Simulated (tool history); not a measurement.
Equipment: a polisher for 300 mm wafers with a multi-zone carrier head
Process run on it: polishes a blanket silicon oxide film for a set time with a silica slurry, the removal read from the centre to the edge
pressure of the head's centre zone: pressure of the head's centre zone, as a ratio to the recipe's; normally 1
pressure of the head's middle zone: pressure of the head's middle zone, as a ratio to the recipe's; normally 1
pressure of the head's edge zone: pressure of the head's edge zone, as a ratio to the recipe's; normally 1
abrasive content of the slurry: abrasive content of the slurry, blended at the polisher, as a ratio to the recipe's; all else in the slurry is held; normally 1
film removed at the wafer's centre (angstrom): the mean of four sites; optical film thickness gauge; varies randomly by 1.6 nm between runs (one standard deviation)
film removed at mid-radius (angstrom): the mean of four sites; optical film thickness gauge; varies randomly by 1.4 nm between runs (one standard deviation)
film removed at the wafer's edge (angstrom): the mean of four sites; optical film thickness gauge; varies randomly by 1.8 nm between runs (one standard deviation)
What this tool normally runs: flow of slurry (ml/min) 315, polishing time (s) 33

run	hour	flow of slurry (ml/min)	pressure of the head's centre zone	pressure of the head's middle zone	pressure of the head's edge zone	abrasive content of the slurry	polishing time (s)	incoming thickness of the incoming film, nm	film removed at the wafer's centre (angstrom)	film removed at mid-radius (angstrom)	film removed at the wafer's edge (angstrom)
1	0	315	1.03	1	1	0.9	33	949.9	1217	1305	1278
2	7.4	315	1	1	1	1	33	956.4	1275	1431	1382
3	18	315	1	1	1	1	33	963.3	1288	1416	1378
4	32.7	315	1	1	1	1	33	937.6	1283	1435	1389
5	45.9	315	1	1	1.07	1	33	932.5	1268	1454	1420
# hour 54.7: worn pad replaced by a new one
6	87.1	315	1	0.94	1	1	33	938.5	1267	1378	1366
# hour 97.5: edge zone pressure recalibrated
7	103.1	315	1	0.95	1	1	33	951.7	1242	1396	1384
# hour 110.7: carrier head's membrane replaced by a new one
8	111.4	360	1	0.9	1.1	1	33	961.6	1263	1361	1454
9	117.9	315	1	1	1	1	33	954.5	1245	1426	1356
# hour 134.5: centre zone pressure recalibrated
# hour 146.9: worn pad replaced by a new one
10	171.8	315	1	1	1	1	33	962	1170	1424	1375
# hour 182.7: slurry nozzle cleaned
# hour 189.2: centre zone pressure recalibrated, repeated, since the last time left the tool worse
11	189.6	360	1	1	1	1	33	967.2	1380	1432	1438
12	201.4	315	0.89	1	1	1	33	963.1	1212	1435	1402
13	208.2	315	1.03	0.89	1	1	33	954	1429	1336	1365
# hour 217: worn pad replaced by a new one
14	217.5	315	1	1	1	1.25	33	957.5	1592	1674	1575
15	229.9	370	1	1	1.04	1	33	944.6	1378	1441	1452

What was the tool's hidden state at every run in the log?
removal rate lost through wear of the pad, %: 0 in every run
slurry flow missing at the pad, %: 0 in every run
deviation of the edge zone's pressure from its setpoint, %: 0 in every run
H1: deviation of the centre zone's pressure from its setpoint, %
run	H1
1	-7.23
2	-7.37
3	-7.57
4	-7.86
5	-8.11
6	-8.9
7	-9.21
8	-9.37
9	-9.5
10	-15.3
11	-0.408
12	-0.635
13	-0.766
14	-0.945
15	-1.18

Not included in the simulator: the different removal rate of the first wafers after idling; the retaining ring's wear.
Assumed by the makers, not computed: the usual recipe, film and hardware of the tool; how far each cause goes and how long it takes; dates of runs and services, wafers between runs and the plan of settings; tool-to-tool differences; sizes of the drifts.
